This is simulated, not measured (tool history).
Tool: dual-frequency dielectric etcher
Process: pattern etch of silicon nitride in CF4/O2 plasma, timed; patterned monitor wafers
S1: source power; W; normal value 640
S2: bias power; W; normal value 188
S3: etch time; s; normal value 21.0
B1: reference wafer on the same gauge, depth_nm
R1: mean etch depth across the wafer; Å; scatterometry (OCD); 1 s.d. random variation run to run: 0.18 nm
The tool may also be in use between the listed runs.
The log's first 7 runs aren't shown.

run    hour   S1   S2    S3    B1   R1
      543.3  -- bias power generator calibrated
  8   585.7  640  188  24.0  48.3  598
  9   641.0  640  188  21.0  48.2  524
 10   715.2  640  188  21.0  48.2  523
 11   761.7  640  188  21.0  48.2  526
      791.4  -- wet clean of the chamber
 12   824.2  640  188  21.0  48.1  526
 13   867.3  600  188  16.0  48.1  378
 14   962.5  540  219  17.0  48.1  397
 15   998.6  640  223  17.0  48.1  458
 16  1088.4  640  206  25.5  48.0  661
 17  1158.1  540  209  26.0  48.0  592
 18  1246.9  640  145  26.5  47.9  581
     1314.3  -- source power generator calibrated
 19  1322.1  700  234  25.5  47.9  759
     1403.6  -- wet clean of the chamber
     1416.4  -- gauge calibrated
     1491.5  -- upper electrode replaced
 20  1554.5  640  188  21.0  49.4  536
 21  1608.1  740  188  21.0  49.4  605
 22  1709.2  800  156  15.0  49.3  423
 23  1781.9  640  188  19.0  49.3  483
 24  1872.1  640  188  17.0  49.2  429
     1951.6  -- wet clean of the chamber
 25  1967.7  640  188  18.5  49.2  469
 26  2006.9  500  188  21.0  49.2  436
 27  2110.0  640  188  21.0  49.1  536
 28  2202.9  640  188  21.0  49.1  532
 29  2299.3  640  146  21.0  49.1  468
 30  2379.4  570  188  22.5  49.0  518
 31  2451.7  640  188  21.0  49.0  534

3 options for the next run, each taken on its own from the tool as it stands now. Forecast them:
  A  2452.1  640  145  21.0   ?   ?
  B  2452.1  720  188  21.0   ?   ?
  C  2452.1  540  144  21.0   ?   ?

run    B1   R1
  A  48.9  468
  B  48.9  587
  C  48.9  405
Without the tool's hidden state the same runs would have given:
run   R1
  A  473
  B  593
  C  409

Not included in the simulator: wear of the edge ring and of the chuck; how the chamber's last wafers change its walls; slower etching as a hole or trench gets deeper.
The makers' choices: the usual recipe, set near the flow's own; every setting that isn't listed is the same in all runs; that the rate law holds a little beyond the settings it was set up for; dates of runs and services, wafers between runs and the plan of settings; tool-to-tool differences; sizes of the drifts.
